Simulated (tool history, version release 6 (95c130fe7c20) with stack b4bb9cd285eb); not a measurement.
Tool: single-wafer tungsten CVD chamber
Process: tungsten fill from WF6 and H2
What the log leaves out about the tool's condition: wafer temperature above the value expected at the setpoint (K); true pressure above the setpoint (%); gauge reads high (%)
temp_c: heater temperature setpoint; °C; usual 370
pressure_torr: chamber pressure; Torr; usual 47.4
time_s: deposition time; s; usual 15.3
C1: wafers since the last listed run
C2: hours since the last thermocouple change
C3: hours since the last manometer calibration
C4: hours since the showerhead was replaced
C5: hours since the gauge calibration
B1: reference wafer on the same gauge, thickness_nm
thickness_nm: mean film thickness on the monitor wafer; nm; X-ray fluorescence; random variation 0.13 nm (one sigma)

Run 1, hour 0.0: usual settings but pressure_torr 50.3 Torr; C1 0; C2 833.1; C3 1705.4; C4 4851.7; C5 57.5; B1 35.372. Result: thickness_nm 35.264 nm.
Run 2, hour 17.0: usual settings but pressure_torr 50.3 Torr; C1 761; C2 850.1; C3 1722.4; C4 4868.7; C5 74.5; B1 35.273. Result: thickness_nm 35.218 nm.
Run 3, hour 32.7: usual settings but temp_c 376 °C, time_s 17.3 s; C1 702; C2 865.8; C3 1738.1; C4 4884.4; C5 90.2; B1 35.268. Result: thickness_nm 45.013 nm.
Run 4, hour 42.0: usual settings but temp_c 376 °C, time_s 17.3 s; C1 416; C2 875.1; C3 1747.4; C4 4893.7; C5 99.5; B1 35.377. Result: thickness_nm 44.670 nm.
Run 5, hour 48.5: usual settings but pressure_torr 53.0 Torr; C1 291; C2 881.6; C3 1753.9; C4 4900.2; C5 106.0; B1 35.234. Result: thickness_nm 35.765 nm.
Run 6, hour 58.3: usual settings but pressure_torr 53.0 Torr; C1 438; C2 891.4; C3 1763.7; C4 4910.0; C5 115.8; B1 35.280. Result: thickness_nm 36.140 nm.
Run 7, hour 66.8: usual settings but pressure_torr 53.0 Torr; C1 380; C2 899.9; C3 1772.2; C4 4918.5; C5 124.3; B1 35.249. Result: thickness_nm 36.273 nm.
Run 8, hour 82.8: usual settings; C1 716; C2 915.9; C3 1788.2; C4 4934.5; C5 140.3; B1 35.383. Result: thickness_nm 34.905 nm.
Run 9, hour 91.6: usual settings; C1 394; C2 924.7; C3 1797.0; C4 4943.3; C5 149.1; B1 35.247. Result: thickness_nm 34.925 nm.
At hour 113.9: capacitance manometer re-zeroed and calibrated.
Run 10, hour 114.8: usual settings; C1 680; C2 947.9; C3 0.9; C4 4966.5; C5 172.3; B1 35.264. Result: thickness_nm 35.024 nm.
At hour 132.6: showerhead replaced.
Run 11, hour 133.1: usual settings; C1 461; C2 966.2; C3 19.2; C4 0.5; C5 190.6; B1 35.301. Result: thickness_nm 35.337 nm.
Run 12, hour 143.8: usual settings but temp_c 365 °C; C1 479; C2 976.9; C3 29.9; C4 11.2; C5 201.3; B1 35.279. Result: thickness_nm 31.489 nm.
At hour 156.6: thermocouple changed; heater temperature recalibrated.
Run 13, hour 161.5: usual settings but temp_c 357 °C, pressure_torr 54.7 Torr, time_s 17.4 s; C1 434; C2 4.9; C3 47.6; C4 28.9; C5 219.0; B1 35.318. Result: thickness_nm 27.773 nm.
Run 14, hour 172.1: usual settings but temp_c 365 °C, pressure_torr 53.3 Torr, time_s 13.2 s; C1 474; C2 15.5; C3 58.2; C4 39.5; C5 229.6; B1 35.228. Result: thickness_nm 25.854 nm.
At hour 180.2: gauge calibrated.
Run 15, hour 187.4: usual settings; C1 685; C2 30.8; C3 73.5; C4 54.8; C5 7.2; B1 35.353. Result: thickness_nm 32.065 nm.

Run 16, settings as shown, results not yet in. Your forecast:
Run 16, hour 199.2: usual settings but temp_c 379 °C, pressure_torr 39.0 Torr, time_s 12.5 s; C1 528; C2 42.6; C3 85.3; C4 66.6; C5 19.0; B1 ?. Result: thickness_nm ?.

Logged for run 16: B1 35.250, thickness_nm 29.989 nm.
If the tool had no hidden condition, the same run with the same run-to-run variation would have returned thickness_nm 29.556 nm.

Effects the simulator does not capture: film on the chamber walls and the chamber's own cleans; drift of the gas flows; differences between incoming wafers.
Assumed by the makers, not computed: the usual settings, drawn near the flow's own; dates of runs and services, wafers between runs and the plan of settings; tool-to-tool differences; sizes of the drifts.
